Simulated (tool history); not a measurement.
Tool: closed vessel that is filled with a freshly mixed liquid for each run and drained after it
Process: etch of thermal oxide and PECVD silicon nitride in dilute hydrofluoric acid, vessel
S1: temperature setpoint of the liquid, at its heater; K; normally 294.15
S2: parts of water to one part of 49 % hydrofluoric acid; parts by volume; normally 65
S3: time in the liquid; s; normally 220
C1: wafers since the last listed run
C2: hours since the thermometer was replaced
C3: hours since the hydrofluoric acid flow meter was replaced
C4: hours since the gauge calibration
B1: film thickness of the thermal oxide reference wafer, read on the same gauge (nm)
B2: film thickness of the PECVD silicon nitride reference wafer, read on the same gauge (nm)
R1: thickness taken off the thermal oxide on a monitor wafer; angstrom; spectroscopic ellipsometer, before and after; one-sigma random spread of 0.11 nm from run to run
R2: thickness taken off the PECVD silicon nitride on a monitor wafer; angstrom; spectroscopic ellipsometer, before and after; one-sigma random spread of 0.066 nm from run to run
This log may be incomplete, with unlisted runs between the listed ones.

run	hour	S1	S2	S3	C1	C2	C3	C4	B1	B2	R1	R2
1	0	291.65	65	220	0	1963	1297.3	537.5	149.96	130.01	155.1	75
2	34.6	291.65	65	220	2583	1997.6	1331.9	572.1	149.95	130.01	153.7	75
3	61.9	294.15	65	220	2038	2024.9	1359.2	599.4	150.01	130	172	88.9
4	74.1	294.15	65	220	910	2037.1	1371.4	611.6	149.98	129.99	171.4	89.6
5	102.5	294.15	65	220	2120	2065.5	1399.8	640	150.01	130	171	89.7
6	115.1	294.15	80	320	940	2078.1	1412.4	652.6	149.99	130.03	202.8	105.8
7	129.6	294.15	80	320	1082	2092.6	1426.9	667.1	149.99	130	199.6	106.6
8	149.8	294.15	80	320	1508	2112.8	1447.1	687.3	150.01	129.99	200.2	107.3
9	182.9	292.15	80	220	2471	2145.9	1480.2	720.4	150.01	130.01	127.5	62.9
# hour 193.7: hydrofluoric acid flow meter replaced
# hour 196.2: thermometer replaced
# hour 213.7: gauge calibrated
10	219	292.15	80	220	2545	22.8	25.3	5.3	150	130	118.3	60.9
11	236.2	292.15	80	220	1284	40	42.5	22.5	150.04	130.01	118.8	60.1
12	257.3	294.15	65	220	1575	61.1	63.6	43.6	150.04	129.98	160.4	85.1
13	274.5	294.15	65	295	1284	78.3	80.8	60.8	150	130	213.3	114.3
14	287.4	299.15	40	345	963	91.2	93.7	73.7	150.03	130	524.3	301.8
15	301.1	294.15	65	220	1022	104.9	107.4	87.4	150.01	130.01	162.2	85.2
16	329.7	296.65	80	220	2135	133.5	136	116	149.99	130.01	145.2	82
17	362.7	291.15	90	185	2463	166.5	169	149	149.98	129.99	84.8	42.1
18	393.5	294.15	50	220	2299	197.3	199.8	179.8	149.98	129.99	217.9	110.9
19	423.7	294.15	65	270	2254	227.5	230	210	149.97	130.02	200.3	105.5
20	447.2	294.15	65	220	1754	251	253.5	233.5	149.97	129.99	164.7	85.6
21	476.2	294.15	65	220	2165	280	282.5	262.5	149.98	129.99	162.8	85.6
22	496.8	290.15	90	100	1538	300.6	303.1	283.1	149.99	129.99	43.9	21.4
23	512.4	291.15	90	150	1164	316.2	318.7	298.7	150.03	129.99	68.5	34.6
24	542.2	294.15	65	220	2224	346	348.5	328.5	149.99	129.98	164.5	86.4
25	571.5	297.65	65	220	2187	375.3	377.8	357.8	150.04	130.01	191.5	108.9

Entry by entry between the runs, the difference in hidden state between the last listed run before and the first listed run after:
From run 9 to run 10: hydrofluoric acid flow meter replaced (hour 193.7); thermometer replaced (hour 196.2); gauge calibrated (hour 213.7)
  hydrofluoric acid flow above the setpoint (%): 7.59 -> 0.762
  the result without the hidden state subtracted from the measured one, R1: +9.8 -> +1 angstrom; R2: +4.3 -> +0.4 angstrom
